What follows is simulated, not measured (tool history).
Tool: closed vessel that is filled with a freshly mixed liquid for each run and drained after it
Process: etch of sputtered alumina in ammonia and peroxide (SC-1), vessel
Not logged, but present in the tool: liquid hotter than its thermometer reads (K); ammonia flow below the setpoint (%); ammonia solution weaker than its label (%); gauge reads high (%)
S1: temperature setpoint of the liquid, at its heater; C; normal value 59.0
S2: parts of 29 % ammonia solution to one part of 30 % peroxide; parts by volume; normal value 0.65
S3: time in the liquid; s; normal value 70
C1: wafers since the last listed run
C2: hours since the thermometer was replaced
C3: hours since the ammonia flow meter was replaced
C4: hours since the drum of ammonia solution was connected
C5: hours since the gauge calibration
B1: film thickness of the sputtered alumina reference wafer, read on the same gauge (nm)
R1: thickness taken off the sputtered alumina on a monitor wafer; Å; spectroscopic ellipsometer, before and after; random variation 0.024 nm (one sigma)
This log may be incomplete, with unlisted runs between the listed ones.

{"run": 1, "hour": 0.0, "S1": 59.0, "S2": 0.5, "S3": 40, "C1": 0, "C2": 1290.7, "C3": 163.7, "C4": 782.9, "C5": 80.3, "B1": 110.01, "R1": 58.7}
{"run": 2, "hour": 23.3, "S1": 59.0, "S2": 0.5, "S3": 40, "C1": 1841, "C2": 1314.0, "C3": 187.0, "C4": 806.2, "C5": 103.6, "B1": 109.99, "R1": 58.6}
{"run": 3, "hour": 58.9, "S1": 59.0, "S2": 0.5, "S3": 40, "C1": 2813, "C2": 1349.6, "C3": 222.6, "C4": 841.8, "C5": 139.2, "B1": 109.99, "R1": 58.9}
{"run": 4, "hour": 76.4, "S1": 64.5, "S2": 0.8, "S3": 70, "C1": 1383, "C2": 1367.1, "C3": 240.1, "C4": 859.3, "C5": 156.7, "B1": 110.0, "R1": 142.0}
{"run": 5, "hour": 89.6, "S1": 64.5, "S2": 0.8, "S3": 70, "C1": 1043, "C2": 1380.3, "C3": 253.3, "C4": 872.5, "C5": 169.9, "B1": 109.97, "R1": 141.8}
{"run": 6, "hour": 108.2, "S1": 59.0, "S2": 0.45, "S3": 70, "C1": 1470, "C2": 1398.9, "C3": 271.9, "C4": 891.1, "C5": 188.5, "B1": 109.99, "R1": 101.8}
{"run": 7, "hour": 139.8, "S1": 59.0, "S2": 0.65, "S3": 70, "C1": 2497, "C2": 1430.5, "C3": 303.5, "C4": 922.7, "C5": 220.1, "B1": 109.97, "R1": 106.1}
{"run": 8, "hour": 172.5, "S1": 63.5, "S2": 0.45, "S3": 70, "C1": 2584, "C2": 1463.2, "C3": 336.2, "C4": 955.4, "C5": 252.8, "B1": 110.0, "R1": 127.9}
{"run": 9, "hour": 202.6, "S1": 63.5, "S2": 0.45, "S3": 70, "C1": 2379, "C2": 1493.3, "C3": 366.3, "C4": 985.5, "C5": 282.9, "B1": 109.97, "R1": 128.2}
{"run": 10, "hour": 289.7, "S1": 63.5, "S2": 0.45, "S3": 70, "C1": 6884, "C2": 1580.4, "C3": 453.4, "C4": 1072.6, "C5": 370.0, "B1": 109.96, "R1": 128.4}
{"run": 11, "hour": 312.1, "S1": 59.0, "S2": 0.65, "S3": 70, "C1": 1770, "C2": 1602.8, "C3": 475.8, "C4": 1095.0, "C5": 392.4, "B1": 109.98, "R1": 105.8}
{"run": 12, "hour": 331.9, "S1": 65.0, "S2": 0.45, "S3": 85, "C1": 1565, "C2": 1622.6, "C3": 495.6, "C4": 1114.8, "C5": 412.2, "B1": 109.99, "R1": 167.4}
{"run": 13, "hour": 357.2, "S1": 63.0, "S2": 0.75, "S3": 30, "C1": 1999, "C2": 1647.9, "C3": 520.9, "C4": 1140.1, "C5": 437.5, "B1": 109.97, "R1": 56.5}
{"hour": 372.4, "done": "ammonia flow meter replaced"}
{"hour": 377.4, "done": "new drum of ammonia solution connected"}
{"run": 14, "hour": 383.2, "S1": 63.5, "S2": 0.45, "S3": 70, "C1": 1897, "C2": 1673.9, "C3": 10.8, "C4": 5.8, "C5": 463.5, "B1": 109.95, "R1": 129.8}
{"hour": 402.3, "done": "gauge calibrated"}
{"hour": 409.9, "done": "thermometer replaced"}
{"run": 15, "hour": 410.4, "S1": 49.5, "S2": 0.35, "S3": 70, "C1": 2070, "C2": 0.5, "C3": 38.0, "C4": 33.0, "C5": 8.1, "B1": 109.99, "R1": 57.8}
{"run": 16, "hour": 427.4, "S1": 68.5, "S2": 0.55, "S3": 95, "C1": 1343, "C2": 17.5, "C3": 55.0, "C4": 50.0, "C5": 25.1, "B1": 110.01, "R1": 218.4}
{"run": 17, "hour": 460.4, "S1": 59.0, "S2": 0.65, "S3": 70, "C1": 2608, "C2": 50.5, "C3": 88.0, "C4": 83.0, "C5": 58.1, "B1": 110.03, "R1": 101.9}
{"run": 18, "hour": 479.4, "S1": 59.0, "S2": 0.45, "S3": 90, "C1": 1501, "C2": 69.5, "C3": 107.0, "C4": 102.0, "C5": 77.1, "B1": 110.01, "R1": 126.8}
{"run": 19, "hour": 499.7, "S1": 59.0, "S2": 0.65, "S3": 70, "C1": 1604, "C2": 89.8, "C3": 127.3, "C4": 122.3, "C5": 97.4, "B1": 110.02, "R1": 101.6}
{"run": 20, "hour": 525.1, "S1": 59.0, "S2": 0.65, "S3": 70, "C1": 2007, "C2": 115.2, "C3": 152.7, "C4": 147.7, "C5": 122.8, "B1": 109.96, "R1": 101.8}
{"run": 21, "hour": 559.5, "S1": 59.0, "S2": 0.4, "S3": 40, "C1": 2719, "C2": 149.6, "C3": 187.1, "C4": 182.1, "C5": 157.2, "B1": 109.98, "R1": 55.8}
{"run": 22, "hour": 579.7, "S1": 56.0, "S2": 0.65, "S3": 70, "C1": 1596, "C2": 169.8, "C3": 207.3, "C4": 202.3, "C5": 177.4, "B1": 109.99, "R1": 86.7}

What if the next run were any one of these 5? Each begins from the tool's condition after run 22:
{"run": "A", "hour": 580.4, "S1": 59.0, "S2": 0.65, "S3": 70, "C1": 55, "C2": 170.5, "C3": 208.0, "C4": 203.0, "C5": 178.1, "B1": "?", "R1": "?"}
{"run": "B", "hour": 580.4, "S1": 67.0, "S2": 0.4, "S3": 100, "C1": 55, "C2": 170.5, "C3": 208.0, "C4": 203.0, "C5": 178.1, "B1": "?", "R1": "?"}
{"run": "C", "hour": 580.4, "S1": 59.0, "S2": 0.65, "S3": 85, "C1": 55, "C2": 170.5, "C3": 208.0, "C4": 203.0, "C5": 178.1, "B1": "?", "R1": "?"}
{"run": "D", "hour": 580.4, "S1": 59.0, "S2": 0.35, "S3": 70, "C1": 55, "C2": 170.5, "C3": 208.0, "C4": 203.0, "C5": 178.1, "B1": "?", "R1": "?"}
{"run": "E", "hour": 580.4, "S1": 50.0, "S2": 0.5, "S3": 55, "C1": 55, "C2": 170.5, "C3": 208.0, "C4": 203.0, "C5": 178.1, "B1": "?", "R1": "?"}

run=A B1=109.96 R1=102.1
run=B B1=109.96 R1=208.2
run=C B1=109.96 R1=124.0
run=D B1=109.96 R1=96.3
run=E B1=109.96 R1=48.5
Without the tool's hidden state the same runs would have given:
run=A R1=101.2
run=B R1=206.5
run=C R1=122.9
run=D R1=95.4
run=E R1=48.0

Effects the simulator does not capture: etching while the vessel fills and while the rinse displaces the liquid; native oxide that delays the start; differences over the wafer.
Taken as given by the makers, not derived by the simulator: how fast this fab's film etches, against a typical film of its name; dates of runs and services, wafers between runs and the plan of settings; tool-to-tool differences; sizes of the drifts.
